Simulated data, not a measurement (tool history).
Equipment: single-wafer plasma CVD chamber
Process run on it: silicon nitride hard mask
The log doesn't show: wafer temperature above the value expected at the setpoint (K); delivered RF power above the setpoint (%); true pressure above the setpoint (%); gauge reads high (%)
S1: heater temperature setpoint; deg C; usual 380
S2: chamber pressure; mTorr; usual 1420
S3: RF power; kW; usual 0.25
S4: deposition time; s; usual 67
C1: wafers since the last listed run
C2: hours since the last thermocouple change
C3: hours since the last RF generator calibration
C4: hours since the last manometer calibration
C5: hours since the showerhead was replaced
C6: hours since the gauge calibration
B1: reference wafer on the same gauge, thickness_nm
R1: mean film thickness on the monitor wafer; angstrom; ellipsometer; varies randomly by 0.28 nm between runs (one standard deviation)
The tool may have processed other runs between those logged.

run 1 hour=0 | S1=380 S2=1420 S3=0.25 S4=67 | C1=0 C2=1531.8 C3=266.9 C4=1519.9 C5=7477.9 C6=1077.4 | B1=83.396 | R1=704.56
run 2 hour=41.8 | S1=380 S2=1220 S3=0.215 S4=67 | C1=586 C2=1573.6 C3=308.7 C4=1561.7 C5=7519.7 C6=1119.2 | B1=83.435 | R1=587.03
run 3 hour=94.7 | S1=380 S2=1420 S3=0.25 S4=67 | C1=742 C2=1626.5 C3=361.6 C4=1614.6 C5=7572.6 C6=1172.1 | B1=83.357 | R1=709.41
-- hour=146.7 thermocouple changed; heater temperature recalibrated
run 4 hour=318 | S1=380 S2=1420 S3=0.28 S4=67 | C1=3023 C2=171.3 C3=584.9 C4=1837.9 C5=7795.9 C6=1395.4 | B1=83.446 | R1=775.81
run 5 hour=413.6 | S1=380 S2=1420 S3=0.28 S4=67 | C1=1342 C2=266.9 C3=680.5 C4=1933.5 C5=7891.5 C6=1491 | B1=83.38 | R1=768.01
run 6 hour=485.1 | S1=380 S2=1420 S3=0.25 S4=58.6 | C1=1004 C2=338.4 C3=752 C4=2005 C5=7963 C6=1562.5 | B1=83.406 | R1=612.68
-- hour=551.1 capacitance manometer re-zeroed and calibrated
run 7 hour=566.7 | S1=380 S2=1420 S3=0.25 S4=58.6 | C1=1033 C2=420 C3=833.6 C4=15.6 C5=8044.6 C6=1644.1 | B1=83.402 | R1=618.33
-- hour=579.9 gauge calibrated
run 8 hour=648.1 | S1=380 S2=1420 S3=0.25 S4=58.6 | C1=1143 C2=501.4 C3=915 C4=97 C5=8126 C6=68.2 | B1=83.41 | R1=619.83
run 9 hour=706.6 | S1=380 S2=1420 S3=0.25 S4=67 | C1=821 C2=559.9 C3=973.5 C4=155.5 C5=8184.5 C6=126.7 | B1=83.417 | R1=704.69
-- hour=778.1 RF generator calibrated
run 10 hour=799.9 | S1=380 S2=1420 S3=0.25 S4=67 | C1=1197 C2=653.2 C3=21.8 C4=248.8 C5=8277.8 C6=220 | B1=83.409 | R1=707.55
run 11 hour=878.4 | S1=380 S2=1350 S3=0.25 S4=67 | C1=1102 C2=731.7 C3=100.3 C4=327.3 C5=8356.3 C6=298.5 | B1=83.452 | R1=693.09
-- hour=926.4 showerhead replaced
run 12 hour=937.8 | S1=392 S2=1420 S3=0.25 S4=71.1 | C1=721 C2=791.1 C3=159.7 C4=386.7 C5=11.4 C6=357.9 | B1=83.501 | R1=741.47
run 13 hour=1011.7 | S1=367 S2=1420 S3=0.25 S4=79 | C1=1037 C2=865 C3=233.6 C4=460.6 C5=85.3 C6=431.8 | B1=83.464 | R1=833.96
run 14 hour=1109 | S1=374 S2=1220 S3=0.265 S4=62.9 | C1=1366 C2=962.3 C3=330.9 C4=557.9 C5=182.6 C6=529.1 | B1=83.308 | R1=658.22
run 15 hour=1215.6 | S1=380 S2=1420 S3=0.25 S4=67 | C1=1496 C2=1068.9 C3=437.5 C4=664.5 C5=289.2 C6=635.7 | B1=83.411 | R1=711.95
run 16 hour=1281 | S1=380 S2=1520 S3=0.25 S4=67 | C1=918 C2=1134.3 C3=502.9 C4=729.9 C5=354.6 C6=701.1 | B1=83.446 | R1=724.77
run 17 hour=1378.6 | S1=380 S2=1420 S3=0.25 S4=67 | C1=1370 C2=1231.9 C3=600.5 C4=827.5 C5=452.2 C6=798.7 | B1=83.403 | R1=707.29
run 18 hour=1486.6 | S1=380 S2=1420 S3=0.22 S4=67 | C1=1516 C2=1339.9 C3=708.5 C4=935.5 C5=560.2 C6=906.7 | B1=83.453 | R1=632.97
run 19 hour=1543.1 | S1=380 S2=1420 S3=0.25 S4=67 | C1=793 C2=1396.4 C3=765 C4=992 C5=616.7 C6=963.2 | B1=83.417 | R1=705.73
-- hour=1597.6 thermocouple changed; heater temperature recalibrated
run 20 hour=1641.7 | S1=380 S2=1420 S3=0.25 S4=62.2 | C1=1272 C2=44.1 C3=863.6 C4=1090.6 C5=715.3 C6=1061.8 | B1=83.372 | R1=657.76

The next listed run, before its measurement:
run 21 hour=1708.9 | S1=380 S2=1280 S3=0.25 S4=67 | C1=943 C2=111.3 C3=930.8 C4=1157.8 C5=782.5 C6=1129 | B1=? | R1=?

Logged for run 21: B1 83.401, R1 675.94 angstrom.
Had the tool carried no hidden state, the very same run would have given R1 675.94 angstrom.
